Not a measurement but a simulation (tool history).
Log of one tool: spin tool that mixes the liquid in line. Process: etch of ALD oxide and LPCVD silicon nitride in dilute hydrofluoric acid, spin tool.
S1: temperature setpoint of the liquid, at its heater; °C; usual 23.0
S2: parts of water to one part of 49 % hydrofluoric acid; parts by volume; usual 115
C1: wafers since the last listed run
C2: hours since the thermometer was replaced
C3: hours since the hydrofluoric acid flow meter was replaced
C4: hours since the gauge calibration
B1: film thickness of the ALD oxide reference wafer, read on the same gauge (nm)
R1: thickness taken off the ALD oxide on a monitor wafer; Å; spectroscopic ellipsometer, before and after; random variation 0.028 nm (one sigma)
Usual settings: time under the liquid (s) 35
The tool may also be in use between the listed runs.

run 1 hour=0.0 | S1=23.0 S2=75 time_under_the_liquid_(s)=45 | C1=0 C2=2063.6 C3=2255.2 C4=557.7 | B1=79.994 | R1=83.44
run 2 hour=93.5 | S1=23.0 S2=75 time_under_the_liquid_(s)=45 | C1=1677 C2=2157.1 C3=2348.7 C4=651.2 | B1=79.991 | R1=83.60
run 3 hour=195.4 | S1=23.0 S2=115 time_under_the_liquid_(s)=35 | C1=1828 C2=2259.0 C3=2450.6 C4=753.1 | B1=80.014 | R1=40.28
run 4 hour=272.7 | S1=23.0 S2=115 time_under_the_liquid_(s)=35 | C1=1387 C2=2336.3 C3=2527.9 C4=830.4 | B1=79.957 | R1=40.09
run 5 hour=337.6 | S1=23.0 S2=70 time_under_the_liquid_(s)=35 | C1=1164 C2=2401.2 C3=2592.8 C4=895.3 | B1=79.989 | R1=68.39
run 6 hour=437.5 | S1=23.0 S2=70 time_under_the_liquid_(s)=35 | C1=1792 C2=2501.1 C3=2692.7 C4=995.2 | B1=80.005 | R1=67.93
-- hour=453.0 hydrofluoric acid flow meter replaced
run 7 hour=480.6 | S1=21.5 S2=105 time_under_the_liquid_(s)=35 | C1=755 C2=2544.2 C3=27.6 C4=1038.3 | B1=79.996 | R1=41.13
-- hour=527.0 thermometer replaced
run 8 hour=534.9 | S1=21.5 S2=105 time_under_the_liquid_(s)=35 | C1=956 C2=7.9 C3=81.9 C4=1092.6 | B1=80.005 | R1=45.24
run 9 hour=614.6 | S1=21.5 S2=105 time_under_the_liquid_(s)=35 | C1=1430 C2=87.6 C3=161.6 C4=1172.3 | B1=80.026 | R1=45.44
run 10 hour=653.6 | S1=19.5 S2=95 time_under_the_liquid_(s)=35 | C1=699 C2=126.6 C3=200.6 C4=1211.3 | B1=79.998 | R1=46.76
run 11 hour=691.6 | S1=23.0 S2=115 time_under_the_liquid_(s)=35 | C1=681 C2=164.6 C3=238.6 C4=1249.3 | B1=79.987 | R1=43.57
run 12 hour=730.3 | S1=25.0 S2=115 time_under_the_liquid_(s)=40 | C1=694 C2=203.3 C3=277.3 C4=1288.0 | B1=80.004 | R1=53.24
run 13 hour=812.8 | S1=25.5 S2=115 time_under_the_liquid_(s)=20 | C1=1480 C2=285.8 C3=359.8 C4=1370.5 | B1=79.949 | R1=27.16
run 14 hour=881.5 | S1=23.0 S2=70 time_under_the_liquid_(s)=35 | C1=1232 C2=354.5 C3=428.5 C4=1439.2 | B1=79.971 | R1=75.13
-- hour=942.0 gauge calibrated
run 15 hour=956.5 | S1=23.0 S2=60 time_under_the_liquid_(s)=20 | C1=1345 C2=429.5 C3=503.5 C4=14.5 | B1=80.016 | R1=49.75
run 16 hour=1030.4 | S1=21.0 S2=115 time_under_the_liquid_(s)=40 | C1=1326 C2=503.4 C3=577.4 C4=88.4 | B1=79.990 | R1=44.60
run 17 hour=1098.5 | S1=23.0 S2=75 time_under_the_liquid_(s)=45 | C1=1222 C2=571.5 C3=645.5 C4=156.5 | B1=80.019 | R1=89.12
run 18 hour=1148.4 | S1=21.5 S2=170 time_under_the_liquid_(s)=45 | C1=895 C2=621.4 C3=695.4 C4=206.4 | B1=79.983 | R1=32.98
run 19 hour=1216.1 | S1=26.5 S2=60 time_under_the_liquid_(s)=45 | C1=1214 C2=689.1 C3=763.1 C4=274.1 | B1=79.961 | R1=128.51
run 20 hour=1301.4 | S1=23.0 S2=115 time_under_the_liquid_(s)=35 | C1=1530 C2=774.4 C3=848.4 C4=359.4 | B1=80.008 | R1=42.61
run 21 hour=1407.1 | S1=20.0 S2=115 time_under_the_liquid_(s)=30 | C1=1896 C2=880.1 C3=954.1 C4=465.1 | B1=80.000 | R1=32.06

Forecast each of these 4 alternatives for the next run:
run A hour=1407.5 | S1=23.0 S2=115 time_under_the_liquid_(s)=35 | C1=7 C2=880.5 C3=954.5 C4=465.5 | B1=? | R1=?
run B hour=1407.5 | S1=24.5 S2=55 time_under_the_liquid_(s)=40 | C1=7 C2=880.5 C3=954.5 C4=465.5 | B1=? | R1=?
run C hour=1407.5 | S1=21.0 S2=150 time_under_the_liquid_(s)=50 | C1=7 C2=880.5 C3=954.5 C4=465.5 | B1=? | R1=?
run D hour=1407.5 | S1=28.0 S2=55 time_under_the_liquid_(s)=35 | C1=7 C2=880.5 C3=954.5 C4=465.5 | B1=? | R1=?

run=A B1=80.001 R1=41.86
run=B B1=80.001 R1=114.39
run=C B1=80.001 R1=40.74
run=D B1=80.001 R1=115.35
Without the tool's hidden state the same runs would have given:
run=A R1=43.31
run=B R1=118.50
run=C R1=42.16
run=D R1=119.37
